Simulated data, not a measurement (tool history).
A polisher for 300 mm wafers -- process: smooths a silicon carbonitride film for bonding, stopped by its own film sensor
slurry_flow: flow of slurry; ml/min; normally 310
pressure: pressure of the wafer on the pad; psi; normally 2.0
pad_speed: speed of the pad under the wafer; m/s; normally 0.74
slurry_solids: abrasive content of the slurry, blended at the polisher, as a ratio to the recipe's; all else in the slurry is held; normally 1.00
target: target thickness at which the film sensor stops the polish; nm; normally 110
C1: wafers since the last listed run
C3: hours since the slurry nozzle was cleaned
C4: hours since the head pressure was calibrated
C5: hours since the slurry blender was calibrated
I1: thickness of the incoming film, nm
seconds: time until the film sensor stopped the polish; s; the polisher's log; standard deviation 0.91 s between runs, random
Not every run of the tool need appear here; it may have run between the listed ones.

Run 1, hour 0.0: usual settings; C1 0; wafers polished on this pad 894; C3 228.2; C4 824.9; C5 70.5; I1 127.4. Result: seconds 99.5 s.
At hour 11.3: worn pad replaced by a new one, of another model than before.
At hour 18.9: slurry nozzle cleaned.
Run 2, hour 43.2: usual settings; C1 356; wafers polished on this pad 288; C3 24.3; C4 868.1; C5 113.7; I1 128.8. Result: seconds 107.0 s.
At hour 54.4: head pressure recalibrated.
Run 3, hour 59.9: usual settings; C1 137; wafers polished on this pad 425; C3 41.0; C4 5.5; C5 130.4; I1 130.8. Result: seconds 119.6 s.
Run 4, hour 74.7: usual settings; C1 138; wafers polished on this pad 563; C3 55.8; C4 20.3; C5 145.2; I1 129.9. Result: seconds 113.9 s.
Run 5, hour 89.8: usual settings; C1 140; wafers polished on this pad 704; C3 70.9; C4 35.4; C5 160.3; I1 128.8. Result: seconds 108.8 s.
Run 6, hour 97.1: usual settings; C1 68; wafers polished on this pad 772; C3 78.2; C4 42.7; C5 167.6; I1 128.7. Result: seconds 110.2 s.
Run 7, hour 108.7: usual settings; C1 108; wafers polished on this pad 880; C3 89.8; C4 54.3; C5 179.2; I1 130.9. Result: seconds 119.6 s.
At hour 126.5: worn pad replaced by a new one.
Run 8, hour 127.0: usual settings but target 106 nm; C1 133; wafers polished on this pad 4; C3 108.1; C4 72.6; C5 197.5; I1 129.4. Result: seconds 135.7 s.
Run 9, hour 136.9: usual settings but pad_speed 0.94 m/s, slurry_solids 0.80, target 108 nm; C1 92; wafers polished on this pad 96; C3 118.0; C4 82.5; C5 207.4; I1 132.3. Result: seconds 153.2 s.
Run 10, hour 151.4: usual settings but pressure 1.6 psi, pad_speed 0.98 m/s, slurry_solids 1.15, target 113 nm; C1 135; wafers polished on this pad 232; C3 132.5; C4 97.0; C5 221.9; I1 129.9. Result: seconds 90.8 s.
Run 11, hour 162.4: usual settings but pressure 2.4 psi, target 104 nm; C1 102; wafers polished on this pad 334; C3 143.5; C4 108.0; C5 232.9; I1 128.9. Result: seconds 128.3 s.
Run 12, hour 177.0: usual settings; C1 136; wafers polished on this pad 470; C3 158.1; C4 122.6; C5 247.5; I1 128.5. Result: seconds 108.9 s.
Run 13, hour 183.2: usual settings but pressure 2.3 psi, pad_speed 1.00 m/s, slurry_solids 0.85; C1 57; wafers polished on this pad 528; C3 164.3; C4 128.8; C5 253.7; I1 129.4. Result: seconds 101.5 s.
Run 14, hour 198.9: usual settings but slurry_flow 255 ml/min; C1 146; wafers polished on this pad 675; C3 180.0; C4 144.5; C5 269.4; I1 128.1. Result: seconds 109.6 s.
Run 15, hour 210.0: usual settings but pressure 2.2 psi, pad_speed 0.88 m/s, slurry_solids 0.85, target 114 nm; C1 103; wafers polished on this pad 778; C3 191.1; C4 155.6; C5 280.5; I1 128.6. Result: seconds 85.6 s.
Run 16, hour 227.2: usual settings; C1 160; wafers polished on this pad 939; C3 208.3; C4 172.8; C5 297.7; I1 131.0. Result: seconds 124.8 s.
At hour 228.7: slurry nozzle cleaned.
At hour 231.8: worn pad replaced by a new one.
Run 17, hour 239.2: usual settings but pressure 2.4 psi; C1 74; wafers polished on this pad 69; C3 10.5; C4 184.8; C5 309.7; I1 130.3. Result: seconds 107.9 s.
Run 18, hour 250.3: usual settings but pad_speed 0.56 m/s, slurry_solids 1.10, target 116 nm; C1 103; wafers polished on this pad 172; C3 21.6; C4 195.9; C5 320.8; I1 129.8. Result: seconds 86.3 s.
Run 19, hour 259.2: usual settings but pressure 1.3 psi, slurry_solids 1.20; C1 83; wafers polished on this pad 255; C3 30.5; C4 204.8; C5 329.7; I1 129.9. Result: seconds 137.0 s.
Run 20, hour 276.3: usual settings but pressure 1.7 psi, pad_speed 0.60 m/s, slurry_solids 0.90, target 116 nm; C1 159; wafers polished on this pad 415; C3 47.6; C4 221.9; C5 346.8; I1 128.5. Result: seconds 98.2 s.
At hour 283.5: slurry blender recalibrated.
Run 21, hour 291.6: usual settings but pressure 1.8 psi; C1 124; wafers polished on this pad 539; C3 62.9; C4 237.2; C5 8.1; I1 132.3. Result: seconds 132.8 s.
Run 22, hour 334.9: usual settings but slurry_solids 1.30; C1 403; wafers polished on this pad 943; C3 106.2; C4 280.5; C5 51.4; I1 130.5. Result: seconds 99.0 s.
At hour 347.5: worn pad replaced by a new one.
Run 23, hour 349.8: usual settings but slurry_flow 350 ml/min, pressure 2.4 psi, pad_speed 0.64 m/s; C1 101; wafers polished on this pad 21; C3 121.1; C4 295.4; C5 66.3; I1 129.7. Result: seconds 104.7 s.
Run 24, hour 360.6: usual settings but pad_speed 0.56 m/s, slurry_solids 1.10, target 116 nm; C1 100; wafers polished on this pad 122; C3 131.9; C4 306.2; C5 77.1; I1 131.0. Result: seconds 89.5 s.
Run 25, hour 369.7: usual settings; C1 84; wafers polished on this pad 207; C3 141.0; C4 315.3; C5 86.2; I1 130.3. Result: seconds 115.2 s.
Run 26, hour 378.8: usual settings but slurry_solids 1.20; C1 84; wafers polished on this pad 292; C3 150.1; C4 324.4; C5 95.3; I1 127.8. Result: seconds 91.1 s.
Run 27, hour 389.3: usual settings but slurry_flow 250 ml/min, target 106 nm; C1 97; wafers polished on this pad 390; C3 160.6; C4 334.9; C5 105.8; I1 129.3. Result: seconds 134.9 s.
Run 28, hour 406.9: usual settings; C1 164; wafers polished on this pad 554; C3 178.2; C4 352.5; C5 123.4; I1 128.6. Result: seconds 106.8 s.
Run 29, hour 418.2: usual settings; C1 105; wafers polished on this pad 660; C3 189.5; C4 363.8; C5 134.7; I1 130.9. Result: seconds 119.1 s.

How would selected steps in seconds from run to run divide? Give the signed amount a tool lacking its hidden state would still show from settings, what came in and random variation, and the signed amount left for the hidden state, including any gauge scatter that is not in both of the compared results.
Unlogged tool condition in this case: removal rate lost through wear of the pad, %; slurry flow missing at the pad, %; deviation of the head's pressure from its setpoint, %; abrasive missing from the slurry, %.
Run 9 -> 10: pressure 2.0 -> 1.6, pad_speed 0.94 -> 0.98, slurry_solids 0.80 -> 1.15, target 108 -> 113. seconds -62.4 s: hidden state -3.9, all else -58.5.
Run 18 -> 19: pressure 2.0 -> 1.3, pad_speed 0.56 -> 0.74, slurry_solids 1.10 -> 1.20, target 116 -> 110. seconds +50.7 s: hidden state +2.6, all else +48.1.
Run 20 -> 21: pressure 1.7 -> 1.8, pad_speed 0.60 -> 0.74, slurry_solids 0.90 -> 1.00, target 116 -> 110, slurry blender recalibrated. seconds +34.6 s: hidden state -6.6, all else +41.2.
